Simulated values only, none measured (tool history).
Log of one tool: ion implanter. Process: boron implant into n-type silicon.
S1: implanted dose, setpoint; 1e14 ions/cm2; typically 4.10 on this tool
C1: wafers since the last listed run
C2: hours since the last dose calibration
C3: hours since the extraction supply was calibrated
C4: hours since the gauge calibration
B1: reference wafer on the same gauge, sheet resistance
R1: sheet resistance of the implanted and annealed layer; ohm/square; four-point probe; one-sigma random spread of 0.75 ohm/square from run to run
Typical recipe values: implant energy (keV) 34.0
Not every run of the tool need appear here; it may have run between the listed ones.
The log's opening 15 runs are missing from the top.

{"run": 16, "hour": 350.5, "S1": 4.1, "implant energy (keV)": 34.0, "C1": 354, "C2": 464.7, "C3": 1993.2, "C4": 47.1, "B1": 224.94, "R1": 238.46}
{"run": 17, "hour": 365.7, "S1": 5.31, "implant energy (keV)": 34.0, "C1": 172, "C2": 479.9, "C3": 2008.4, "C4": 62.3, "B1": 225.15, "R1": 194.34}
{"run": 18, "hour": 386.1, "S1": 4.86, "implant energy (keV)": 42.0, "C1": 231, "C2": 500.3, "C3": 2028.8, "C4": 82.7, "B1": 225.2, "R1": 204.2}
{"run": 19, "hour": 404.5, "S1": 3.67, "implant energy (keV)": 30.0, "C1": 208, "C2": 518.7, "C3": 2047.2, "C4": 101.1, "B1": 225.02, "R1": 264.41}
{"run": 20, "hour": 429.7, "S1": 4.46, "implant energy (keV)": 23.5, "C1": 285, "C2": 543.9, "C3": 2072.4, "C4": 126.3, "B1": 224.99, "R1": 233.44}
{"run": 21, "hour": 461.7, "S1": 4.1, "implant energy (keV)": 34.0, "C1": 362, "C2": 575.9, "C3": 2104.4, "C4": 158.3, "B1": 225.09, "R1": 239.05}
{"hour": 497.8, "done": "extraction supply calibrated"}
{"run": 22, "hour": 557.0, "S1": 4.1, "implant energy (keV)": 34.0, "C1": 989, "C2": 671.2, "C3": 59.2, "C4": 253.6, "B1": 224.94, "R1": 242.62}
{"hour": 566.8, "done": "Faraday cup replaced and dose calibrated"}
{"run": 23, "hour": 610.1, "S1": 4.1, "implant energy (keV)": 34.0, "C1": 511, "C2": 43.3, "C3": 112.3, "C4": 306.7, "B1": 224.89, "R1": 233.87}
{"run": 24, "hour": 628.6, "S1": 4.1, "implant energy (keV)": 24.5, "C1": 209, "C2": 61.8, "C3": 130.8, "C4": 325.2, "B1": 224.99, "R1": 242.48}
{"run": 25, "hour": 661.9, "S1": 4.1, "implant energy (keV)": 28.0, "C1": 377, "C2": 95.1, "C3": 164.1, "C4": 358.5, "B1": 225.0, "R1": 240.91}
{"run": 26, "hour": 685.4, "S1": 4.1, "implant energy (keV)": 34.0, "C1": 266, "C2": 118.6, "C3": 187.6, "C4": 382.0, "B1": 225.05, "R1": 234.89}
{"run": 27, "hour": 703.8, "S1": 4.66, "implant energy (keV)": 29.5, "C1": 208, "C2": 137.0, "C3": 206.0, "C4": 400.4, "B1": 224.84, "R1": 213.81}
{"run": 28, "hour": 720.8, "S1": 4.82, "implant energy (keV)": 44.5, "C1": 192, "C2": 154.0, "C3": 223.0, "C4": 417.4, "B1": 225.19, "R1": 200.84}
{"run": 29, "hour": 749.4, "S1": 4.89, "implant energy (keV)": 28.5, "C1": 324, "C2": 182.6, "C3": 251.6, "C4": 446.0, "B1": 224.89, "R1": 207.57}
{"run": 30, "hour": 771.4, "S1": 4.81, "implant energy (keV)": 34.0, "C1": 249, "C2": 204.6, "C3": 273.6, "C4": 468.0, "B1": 225.13, "R1": 206.96}
{"run": 31, "hour": 792.2, "S1": 4.1, "implant energy (keV)": 34.0, "C1": 235, "C2": 225.4, "C3": 294.4, "C4": 488.8, "B1": 225.01, "R1": 235.7}
{"hour": 827.3, "done": "gauge calibrated"}
{"run": 32, "hour": 828.0, "S1": 4.1, "implant energy (keV)": 39.0, "C1": 405, "C2": 261.2, "C3": 330.2, "C4": 0.7, "B1": 225.03, "R1": 233.25}

Alternative continuations, all from the tool just after run 32; predict every row:
{"run": "A", "hour": 828.4, "S1": 4.1, "implant energy (keV)": 30.0, "C1": 4, "C2": 261.6, "C3": 330.6, "C4": 1.1, "B1": "?", "R1": "?"}
{"run": "B", "hour": 828.4, "S1": 4.47, "implant energy (keV)": 24.0, "C1": 4, "C2": 261.6, "C3": 330.6, "C4": 1.1, "B1": "?", "R1": "?"}
{"run": "C", "hour": 828.4, "S1": 4.86, "implant energy (keV)": 25.0, "C1": 4, "C2": 261.6, "C3": 330.6, "C4": 1.1, "B1": "?", "R1": "?"}
{"run": "D", "hour": 828.4, "S1": 3.67, "implant energy (keV)": 28.5, "C1": 4, "C2": 261.6, "C3": 330.6, "C4": 1.1, "B1": "?", "R1": "?"}
{"run": "E", "hour": 828.4, "S1": 4.1, "implant energy (keV)": 27.0, "C1": 4, "C2": 261.6, "C3": 330.6, "C4": 1.1, "B1": "?", "R1": "?"}

run=A B1=225.10 R1=238.48
run=B B1=225.10 R1=227.40
run=C B1=225.10 R1=211.72
run=D B1=225.10 R1=261.77
run=E B1=225.10 R1=240.95
Had the tool no hidden state, the same runs would have come out as:
run=A R1=237.62
run=B R1=226.58
run=C R1=210.95
run=D R1=260.84
run=E R1=240.08
